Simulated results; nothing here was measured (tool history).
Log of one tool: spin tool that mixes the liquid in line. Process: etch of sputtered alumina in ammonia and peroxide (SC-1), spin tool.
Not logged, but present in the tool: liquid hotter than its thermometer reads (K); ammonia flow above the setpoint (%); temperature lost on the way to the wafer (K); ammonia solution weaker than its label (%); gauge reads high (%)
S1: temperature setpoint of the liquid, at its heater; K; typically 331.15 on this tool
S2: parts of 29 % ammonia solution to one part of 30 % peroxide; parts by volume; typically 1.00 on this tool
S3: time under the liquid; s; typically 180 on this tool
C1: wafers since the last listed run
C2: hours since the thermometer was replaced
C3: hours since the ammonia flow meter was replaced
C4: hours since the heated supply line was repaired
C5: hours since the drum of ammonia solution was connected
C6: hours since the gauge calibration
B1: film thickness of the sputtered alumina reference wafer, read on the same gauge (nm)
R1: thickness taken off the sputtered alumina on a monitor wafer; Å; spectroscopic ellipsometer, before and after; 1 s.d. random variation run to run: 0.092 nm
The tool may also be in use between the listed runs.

| run | hour | S1 | S2 | S3 | C1 | C2 | C3 | C4 | C5 | C6 | B1 | R1 |
|---|---|---|---|---|---|---|---|---|---|---|---|---|
| 1 | 0.0 | 331.15 | 0.85 | 155 | 0 | 1386.9 | 496.9 | 4030.6 | 893.5 | 174.4 | 59.99 | 152.5 |
| 2 | 14.4 | 331.15 | 0.85 | 155 | 122 | 1401.3 | 511.3 | 4045.0 | 907.9 | 188.8 | 60.02 | 150.7 |
| 3 | 50.3 | 331.15 | 1.00 | 180 | 304 | 1437.2 | 547.2 | 4080.9 | 943.8 | 224.7 | 60.00 | 179.0 |
| 4 | 81.7 | 331.15 | 1.20 | 100 | 266 | 1468.6 | 578.6 | 4112.3 | 975.2 | 256.1 | 60.00 | 100.6 |
| 5 | 98.1 | 331.15 | 1.20 | 180 | 139 | 1485.0 | 595.0 | 4128.7 | 991.6 | 272.5 | 60.01 | 182.6 |
| 6 | 117.1 | 331.15 | 1.20 | 180 | 161 | 1504.0 | 614.0 | 4147.7 | 1010.6 | 291.5 | 60.00 | 182.1 |
|  | 122.2 | heated supply line repaired |
| 7 | 145.1 | 331.15 | 1.00 | 100 | 229 | 1532.0 | 642.0 | 22.9 | 1038.6 | 319.5 | 59.98 | 98.3 |
|  | 148.9 | new drum of ammonia solution connected |
| 8 | 158.6 | 331.15 | 1.00 | 100 | 106 | 1545.5 | 655.5 | 36.4 | 9.7 | 333.0 | 59.98 | 98.4 |
| 9 | 198.6 | 338.15 | 0.85 | 180 | 339 | 1585.5 | 695.5 | 76.4 | 49.7 | 373.0 | 59.99 | 249.2 |
|  | 214.5 | gauge calibrated |
| 10 | 229.4 | 331.15 | 0.85 | 155 | 261 | 1616.3 | 726.3 | 107.2 | 80.5 | 14.9 | 60.01 | 149.7 |
|  | 249.7 | ammonia flow meter replaced |
| 11 | 250.2 | 331.15 | 1.20 | 180 | 168 | 1637.1 | 0.5 | 128.0 | 101.3 | 35.7 | 60.00 | 179.9 |
| 12 | 264.3 | 331.15 | 0.85 | 155 | 119 | 1651.2 | 14.6 | 142.1 | 115.4 | 49.8 | 60.01 | 149.6 |
|  | 269.0 | thermometer replaced |
| 13 | 292.6 | 339.65 | 1.20 | 115 | 231 | 23.6 | 42.9 | 170.4 | 143.7 | 78.1 | 60.00 | 177.6 |
| 14 | 306.0 | 339.65 | 1.15 | 210 | 113 | 37.0 | 56.3 | 183.8 | 157.1 | 91.5 | 60.03 | 323.1 |
| 15 | 330.8 | 339.65 | 1.00 | 180 | 210 | 61.8 | 81.1 | 208.6 | 181.9 | 116.3 | 59.98 | 272.8 |
| 16 | 361.7 | 322.15 | 1.20 | 130 | 262 | 92.7 | 112.0 | 239.5 | 212.8 | 147.2 | 60.01 | 79.5 |
| 17 | 395.7 | 331.15 | 1.00 | 285 | 288 | 126.7 | 146.0 | 273.5 | 246.8 | 181.2 | 60.01 | 280.9 |

Across each entry between runs, compare the hidden state at the last listed run before it with the hidden state at the first listed run after it:
After run 6, before run 7: heated supply line repaired (hour 122.2)
  nothing in the hidden state changes from one run to the other
After run 7, before run 8: new drum of ammonia solution connected (hour 148.9)
  nothing in the hidden state changes from one run to the other
After run 9, before run 10: gauge calibrated (hour 214.5)
  nothing in the hidden state changes from one run to the other
After run 10, before run 11: ammonia flow meter replaced (hour 249.7)
  nothing in the hidden state changes from one run to the other
After run 12, before run 13: thermometer replaced (hour 269.0)
  nothing in the hidden state changes from one run to the other
